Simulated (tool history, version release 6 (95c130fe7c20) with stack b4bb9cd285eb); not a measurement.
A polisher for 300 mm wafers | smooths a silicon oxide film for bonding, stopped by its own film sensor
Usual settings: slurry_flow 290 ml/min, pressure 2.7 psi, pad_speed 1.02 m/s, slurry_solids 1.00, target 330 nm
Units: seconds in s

run    hour  slurry_flow  pressure  pad_speed  slurry_solids  target  wafers since the last listed run  wafers polished on this pad  hours since the slurry nozzle was cleaned  hours since the head pressure was calibrated  hours since the slurry blender was calibrated  incoming thickness of the incoming film, nm  seconds
  1     0.0          290       2.7       1.02           1.00     330                                 0                          675                                       53.9                                          82.7                                          128.2                                        405.5     86.7
  2    97.0          290       2.7       1.02           1.00     330                               801                         1476                                      150.9                                         179.7                                          225.2                                        407.7     94.6
      118.6  -- slurry blender recalibrated
      146.4  -- worn pad replaced by a new one
  3   203.3          290       2.7       1.02           1.00     330                               828                          469                                      257.2                                         286.0                                           84.7                                        407.9     87.4
  4   294.1          290       2.7       1.02           1.00     330                               750                         1220                                      348.0                                         376.8                                          175.5                                        417.3    102.6
      397.3  -- slurry blender recalibrated
      398.5  -- worn pad replaced by a new one
  5   400.0          290       2.7       1.02           1.00     330                               849                           12                                      453.9                                         482.7                                            2.7                                        405.8     82.8
      426.9  -- head pressure recalibrated
  6   499.7          290       2.7       1.02           1.00     330                               807                          819                                      553.6                                          72.8                                          102.4                                        408.2     85.5
  7   591.3          290       2.7       1.02           1.00     330                               756                         1576                                      645.2                                         164.4                                          194.0                                        412.9     96.1
      626.3  -- slurry blender recalibrated
      643.3  -- worn pad replaced by a new one
  8   694.8          360       2.7       1.02           1.00     330                               805                          425                                      748.7                                         267.9                                           68.5                                        403.7     79.6
  9   785.6          290       3.3       1.18           1.00     323                               750                         1175                                      839.5                                         358.7                                          159.3                                        408.2     70.0
      834.0  -- slurry nozzle cleaned
 10   839.4          290       2.7       1.02           1.00     330                               436                         1611                                        5.4                                         412.5                                          213.1                                        404.3     88.5
      889.0  -- worn pad replaced by a new one
      909.5  -- slurry blender recalibrated
 11   915.5          290       2.7       1.02           1.00     330                               579                          202                                       81.5                                         488.6                                            6.0                                        414.8     93.9
      922.9  -- head pressure recalibrated
 12   981.6          340       2.7       0.80           1.00     330                               529                          732                                      147.6                                          58.7                                           72.1                                        405.4     99.7
 13  1056.5          290       2.7       1.02           1.00     317                               618                         1351                                      222.5                                         133.6                                          147.0                                        410.2    101.8
 14  1107.2          380       2.7       1.02           1.00     330                               418                         1769                                      273.2                                         184.3                                          197.7                                        410.4     92.7
     1148.8  -- slurry blender recalibrated
 15  1165.9          345       2.7       1.34           0.75     330                               468                         2238                                      331.9                                         243.0                                           17.1                                        406.8     79.2
     1180.1  -- worn pad replaced by a new one
 16  1210.3          290       2.7       1.02           1.00     344                               333                          249                                      376.3                                         287.4                                           61.5                                        415.8     79.6
 17  1268.9          290       2.7       1.02           1.00     330                               484                          734                                      434.9                                         346.0                                          120.1                                        411.5     92.1

3 ways to go on from here, each from the tool as it stands after run 17. What would each give?
  A  1269.4          290       2.7       1.02           1.00     330                                 4                          738                                      435.4                                         346.5                                          120.6                                        409.4        ?
  B  1269.4          290       2.3       0.78           1.00     330                                 4                          738                                      435.4                                         346.5                                          120.6                                        409.4        ?
  C  1269.4          290       2.2       1.02           1.00     330                                 4                          738                                      435.4                                         346.5                                          120.6                                        409.4        ?

run  seconds
  A     88.4
  B    127.4
  C    107.1
Without the tool's hidden state the same runs would have given:
run  seconds
  A     85.8
  B    123.7
  C    104.0
